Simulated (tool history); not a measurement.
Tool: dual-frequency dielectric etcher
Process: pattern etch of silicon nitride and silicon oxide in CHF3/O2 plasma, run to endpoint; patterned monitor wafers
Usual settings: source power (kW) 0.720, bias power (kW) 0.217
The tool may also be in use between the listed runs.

| run | hour | source power (kW) | bias power (kW) | wafers since the last listed run | hours since the last wet clean | hours since the last source power generator calibration | hours since the last bias power generator calibration | hours since the last upper electrode change | incoming incoming film thickness, nm | endpoint time (s) |
|---|---|---|---|---|---|---|---|---|---|---|
| 1 | 0.0 | 0.720 | 0.217 | 0 | 703.0 | 1624.6 | 2561.8 | 629.7 | 300.9 | 174.3 |
|  | 30.2 | wet clean of the chamber |
| 2 | 84.4 | 0.840 | 0.174 | 398 | 54.2 | 1709.0 | 2646.2 | 714.1 | 298.8 | 183.4 |
| 3 | 171.7 | 0.640 | 0.188 | 575 | 141.5 | 1796.3 | 2733.5 | 801.4 | 299.4 | 192.0 |
| 4 | 230.2 | 0.720 | 0.217 | 385 | 200.0 | 1854.8 | 2792.0 | 859.9 | 298.2 | 174.0 |
| 5 | 275.8 | 0.720 | 0.217 | 300 | 245.6 | 1900.4 | 2837.6 | 905.5 | 300.0 | 174.7 |
| 6 | 329.5 | 0.720 | 0.217 | 354 | 299.3 | 1954.1 | 2891.3 | 959.2 | 298.7 | 175.5 |
| 7 | 402.9 | 0.810 | 0.217 | 484 | 372.7 | 2027.5 | 2964.7 | 1032.6 | 296.9 | 169.1 |
| 8 | 488.5 | 0.810 | 0.217 | 564 | 458.3 | 2113.1 | 3050.3 | 1118.2 | 302.5 | 171.3 |
| 9 | 554.7 | 0.720 | 0.217 | 436 | 524.5 | 2179.3 | 3116.5 | 1184.4 | 299.5 | 176.1 |
|  | 776.0 | wet clean of the chamber |
| 10 | 812.8 | 0.720 | 0.217 | 1544 | 36.8 | 2437.4 | 3374.6 | 1442.5 | 298.6 | 175.9 |
| 11 | 898.0 | 0.760 | 0.194 | 562 | 122.0 | 2522.6 | 3459.8 | 1527.7 | 297.9 | 179.2 |
| 12 | 952.4 | 0.620 | 0.185 | 358 | 176.4 | 2577.0 | 3514.2 | 1582.1 | 298.3 | 196.3 |
| 13 | 993.2 | 0.800 | 0.231 | 269 | 217.2 | 2617.8 | 3555.0 | 1622.9 | 299.7 | 166.0 |
| 14 | 1030.2 | 0.810 | 0.268 | 244 | 254.2 | 2654.8 | 3592.0 | 1659.9 | 297.7 | 154.5 |
| 15 | 1116.1 | 0.850 | 0.217 | 566 | 340.1 | 2740.7 | 3677.9 | 1745.8 | 300.8 | 167.7 |
| 16 | 1154.3 | 0.890 | 0.167 | 252 | 378.3 | 2778.9 | 3716.1 | 1784.0 | 299.0 | 184.9 |
| 17 | 1229.6 | 0.720 | 0.217 | 496 | 453.6 | 2854.2 | 3791.4 | 1859.3 | 294.6 | 174.3 |
| 18 | 1304.2 | 0.870 | 0.217 | 492 | 528.2 | 2928.8 | 3866.0 | 1933.9 | 302.2 | 167.8 |
| 19 | 1344.0 | 0.810 | 0.242 | 262 | 568.0 | 2968.6 | 3905.8 | 1973.7 | 297.3 | 161.7 |
|  | 1379.3 | source power generator calibrated |
| 20 | 1385.5 | 0.880 | 0.169 | 247 | 609.5 | 6.2 | 3947.3 | 2015.2 | 304.1 | 190.4 |
|  | 1454.8 | bias power generator calibrated |
|  | 1560.5 | upper electrode replaced |
|  | 1576.9 | wet clean of the chamber |
| 21 | 1577.4 | 0.660 | 0.168 | 973 | 0.5 | 198.1 | 122.6 | 16.9 | 300.3 | 202.6 |
| 22 | 1657.5 | 0.720 | 0.217 | 528 | 80.6 | 278.2 | 202.7 | 97.0 | 294.8 | 172.2 |
| 23 | 1711.5 | 0.640 | 0.201 | 356 | 134.6 | 332.2 | 256.7 | 151.0 | 299.0 | 186.2 |
| 24 | 1956.4 | 0.900 | 0.166 | 1615 | 379.5 | 577.1 | 501.6 | 395.9 | 300.9 | 183.6 |
| 25 | 2052.8 | 0.840 | 0.217 | 635 | 475.9 | 673.5 | 598.0 | 492.3 | 298.2 | 165.4 |
| 26 | 2135.3 | 0.720 | 0.217 | 544 | 558.4 | 756.0 | 680.5 | 574.8 | 296.5 | 173.2 |
| 27 | 2209.0 | 0.720 | 0.217 | 486 | 632.1 | 829.7 | 754.2 | 648.5 | 298.2 | 173.5 |

Forecast run 28:
| 28 | 2294.7 | 0.720 | 0.217 | 565 | 717.8 | 915.4 | 839.9 | 734.2 | 296.6 | ? |

{"run 28": {"endpoint time (s)": 171.9}}
Without the tool's hidden state the same run would have given endpoint time (s) 172.6.
